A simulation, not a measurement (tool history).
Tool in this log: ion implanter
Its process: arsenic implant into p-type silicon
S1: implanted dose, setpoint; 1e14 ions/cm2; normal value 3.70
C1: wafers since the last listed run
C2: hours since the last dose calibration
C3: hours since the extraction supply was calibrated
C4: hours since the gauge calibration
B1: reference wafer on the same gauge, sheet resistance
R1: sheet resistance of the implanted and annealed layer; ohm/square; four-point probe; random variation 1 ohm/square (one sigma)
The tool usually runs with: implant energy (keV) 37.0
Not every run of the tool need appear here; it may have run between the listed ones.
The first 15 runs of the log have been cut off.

Run 16, day 15.208: usual settings; C1 387; C2 896.6; C3 28.5; C4 76.1; B1 204.88. Result: R1 229.25 ohm/square.
Run 17, day 15.767: usual settings; C1 188; C2 910.0; C3 41.9; C4 89.5; B1 205.13. Result: R1 229.40 ohm/square.
Run 18, day 16.721: usual settings; C1 322; C2 932.9; C3 64.8; C4 112.4; B1 204.95. Result: R1 230.97 ohm/square.
Run 19, day 17.417: usual settings but S1 4.42 1e14 ions/cm2, implant energy (keV) 49.0; C1 235; C2 949.6; C3 81.5; C4 129.1; B1 205.18. Result: R1 192.47 ohm/square.
Run 20, day 18.258: usual settings; C1 284; C2 969.8; C3 101.7; C4 149.3; B1 205.03. Result: R1 230.88 ohm/square.
Run 21, day 19.633: usual settings but S1 4.33 1e14 ions/cm2, implant energy (keV) 46.5; C1 464; C2 1002.8; C3 134.7; C4 182.3; B1 204.88. Result: R1 198.08 ohm/square.
At day 20.808: Faraday cup replaced and dose calibrated.
Run 22, day 20.829: usual settings but S1 3.21 1e14 ions/cm2, implant energy (keV) 31.0; C1 291; C2 0.5; C3 163.4; C4 211.0; B1 205.09. Result: R1 271.25 ohm/square.
Run 23, day 21.529: usual settings; C1 236; C2 17.3; C3 180.2; C4 227.8; B1 205.05. Result: R1 236.81 ohm/square.
Run 24, day 22.654: usual settings but S1 3.21 1e14 ions/cm2, implant energy (keV) 27.5; C1 380; C2 44.3; C3 207.2; C4 254.8; B1 205.19. Result: R1 275.65 ohm/square.
Run 25, day 23.450: usual settings; C1 268; C2 63.4; C3 226.3; C4 273.9; B1 204.87. Result: R1 237.22 ohm/square.
Run 26, day 24.221: usual settings; C1 260; C2 81.9; C3 244.8; C4 292.4; B1 204.84. Result: R1 236.59 ohm/square.
Run 27, day 25.275: usual settings but S1 4.16 1e14 ions/cm2, implant energy (keV) 28.0; C1 356; C2 107.2; C3 270.1; C4 317.7; B1 205.08. Result: R1 224.03 ohm/square.
Run 28, day 26.642: usual settings but S1 3.10 1e14 ions/cm2, implant energy (keV) 42.0; C1 461; C2 140.0; C3 302.9; C4 350.5; B1 204.96. Result: R1 264.95 ohm/square.
Run 29, day 27.575: usual settings but S1 4.02 1e14 ions/cm2, implant energy (keV) 42.5; C1 315; C2 162.4; C3 325.3; C4 372.9; B1 204.81. Result: R1 216.23 ohm/square.
Run 30, day 28.767: usual settings but S1 3.20 1e14 ions/cm2, implant energy (keV) 24.0; C1 402; C2 191.0; C3 353.9; C4 401.5; B1 205.00. Result: R1 277.99 ohm/square.
Run 31, day 30.225: usual settings but S1 4.57 1e14 ions/cm2, implant energy (keV) 30.5; C1 492; C2 226.0; C3 388.9; C4 436.5; B1 204.96. Result: R1 206.15 ohm/square.
Run 32, day 30.800: usual settings but S1 3.20 1e14 ions/cm2, implant energy (keV) 44.5; C1 194; C2 239.8; C3 402.7; C4 450.3; B1 204.79. Result: R1 254.29 ohm/square.
Run 33, day 31.638: usual settings; C1 283; C2 259.9; C3 422.8; C4 470.4; B1 205.18. Result: R1 234.64 ohm/square.
Run 34, day 32.688: usual settings but implant energy (keV) 33.0; C1 354; C2 285.1; C3 448.0; C4 495.6; B1 204.83. Result: R1 237.05 ohm/square.
Run 35, day 33.500: usual settings; C1 274; C2 304.6; C3 467.5; C4 515.1; B1 204.94. Result: R1 233.92 ohm/square.
Run 36, day 34.350: usual settings but S1 4.57 1e14 ions/cm2, implant energy (keV) 27.0; C1 287; C2 325.0; C3 487.9; C4 535.5; B1 205.08. Result: R1 208.54 ohm/square.
Run 37, day 35.638: usual settings but S1 2.97 1e14 ions/cm2, implant energy (keV) 46.0; C1 435; C2 355.9; C3 518.8; C4 566.4; B1 204.94. Result: R1 266.49 ohm/square.
Run 38, day 36.446: usual settings but S1 4.04 1e14 ions/cm2, implant energy (keV) 31.5; C1 273; C2 375.3; C3 538.2; C4 585.8; B1 204.80. Result: R1 221.51 ohm/square.

Below are 3 alternative next runs, each starting from the tool's condition after run 38. Predict each:
Run A, day 36.462: usual settings; C1 5; C2 375.7; C3 538.6; C4 586.2; B1 ?. Result: R1 ?.
Run B, day 36.462: usual settings but S1 4.50 1e14 ions/cm2, implant energy (keV) 26.0; C1 5; C2 375.7; C3 538.6; C4 586.2; B1 ?. Result: R1 ?.
Run C, day 36.462: usual settings but S1 2.63 1e14 ions/cm2, implant energy (keV) 41.0; C1 5; C2 375.7; C3 538.6; C4 586.2; B1 ?. Result: R1 ?.

run      B1      R1
  A  205.03  232.95
  B  205.03  211.42
  C  205.03  296.36
With the hidden condition removed and each run's random variation left untouched, the same runs would have given:
run      R1
  A  238.35
  B  216.27
  C  303.04
